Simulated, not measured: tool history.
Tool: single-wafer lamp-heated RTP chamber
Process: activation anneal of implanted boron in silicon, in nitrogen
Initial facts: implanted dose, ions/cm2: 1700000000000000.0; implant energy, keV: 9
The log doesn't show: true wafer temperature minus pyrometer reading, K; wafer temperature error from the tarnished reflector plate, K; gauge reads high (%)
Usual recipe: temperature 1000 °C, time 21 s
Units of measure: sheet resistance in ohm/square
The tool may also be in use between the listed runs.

| run | hour | temperature | time | wafers since the last listed run | wafers since the last pyrometer calibration | wafers since the reflector plate was cleaned | hours since the gauge calibration | read-back reference wafer on the same gauge, sheet resistance | sheet resistance |
|---|---|---|---|---|---|---|---|---|---|
| 1 | 0.0 | 1000 | 16 | 0 | 37 | 3994 | 207.2 | 93.83 | 98.48 |
| 2 | 36.8 | 1000 | 16 | 760 | 797 | 4754 | 244.0 | 94.04 | 99.26 |
| 3 | 78.0 | 1000 | 16 | 850 | 1648 | 5605 | 285.2 | 94.06 | 97.72 |
| 4 | 103.0 | 989 | 13 | 516 | 2165 | 6121 | 310.2 | 93.73 | 102.30 |
| 5 | 156.5 | 989 | 13 | 1104 | 3270 | 7226 | 363.7 | 94.03 | 101.74 |
|  | 193.2 | reflector plate cleaned |
| 6 | 193.7 | 1000 | 21 | 603 | 3873 | 10 | 400.9 | 93.74 | 97.03 |
| 7 | 240.3 | 1000 | 21 | 962 | 4835 | 972 | 447.5 | 94.00 | 95.46 |
| 8 | 293.0 | 1000 | 21 | 1088 | 5924 | 2061 | 500.2 | 94.04 | 94.16 |
|  | 328.8 | gauge calibrated |
| 9 | 354.1 | 1000 | 21 | 1261 | 7186 | 3323 | 25.3 | 94.27 | 93.55 |
| 10 | 405.2 | 1000 | 21 | 1055 | 8241 | 4378 | 76.4 | 93.92 | 92.31 |
|  | 422.6 | pyrometer window cleaned and pyrometer calibrated |
| 11 | 453.7 | 1000 | 21 | 836 | 641 | 5215 | 124.9 | 94.02 | 95.96 |
| 12 | 488.6 | 1000 | 21 | 720 | 1362 | 5935 | 159.8 | 94.06 | 95.66 |
| 13 | 522.0 | 979 | 31 | 689 | 2052 | 6625 | 193.2 | 94.05 | 101.21 |
| 14 | 577.0 | 1000 | 32 | 1135 | 3188 | 7761 | 248.2 | 94.13 | 91.81 |
| 15 | 615.2 | 1000 | 21 | 788 | 3977 | 8550 | 286.4 | 94.02 | 93.72 |
|  | 676.0 | reflector plate cleaned |
| 16 | 676.5 | 1019 | 11 | 1100 | 5078 | 9 | 347.7 | 94.00 | 94.21 |
| 17 | 711.3 | 1000 | 29 | 718 | 5797 | 728 | 382.5 | 94.08 | 92.71 |
| 18 | 761.2 | 978 | 14 | 1030 | 6827 | 1759 | 432.4 | 93.77 | 107.96 |
| 19 | 788.3 | 1000 | 21 | 559 | 7387 | 2319 | 459.5 | 94.01 | 94.14 |
| 20 | 824.5 | 991 | 21 | 747 | 8135 | 3066 | 495.7 | 94.06 | 95.94 |
| 21 | 855.7 | 1000 | 11 | 644 | 8779 | 3711 | 526.9 | 93.97 | 97.02 |
|  | 866.6 | pyrometer window cleaned and pyrometer calibrated |
| 22 | 894.4 | 1000 | 21 | 634 | 573 | 4345 | 565.6 | 93.99 | 97.48 |

What does the tool deliver on the next run?
|  | 928.1 | gauge calibrated |
| 23 | 955.9 | 1000 | 14 | 1270 | 1843 | 5615 | 27.8 | ? | ? |

read-back reference wafer on the same gauge, sheet resistance: 93.93
sheet resistance: 98.69 ohm/square
On a tool with no hidden condition, and with the same random variation, this run would have come out at sheet resistance 103.43 ohm/square.

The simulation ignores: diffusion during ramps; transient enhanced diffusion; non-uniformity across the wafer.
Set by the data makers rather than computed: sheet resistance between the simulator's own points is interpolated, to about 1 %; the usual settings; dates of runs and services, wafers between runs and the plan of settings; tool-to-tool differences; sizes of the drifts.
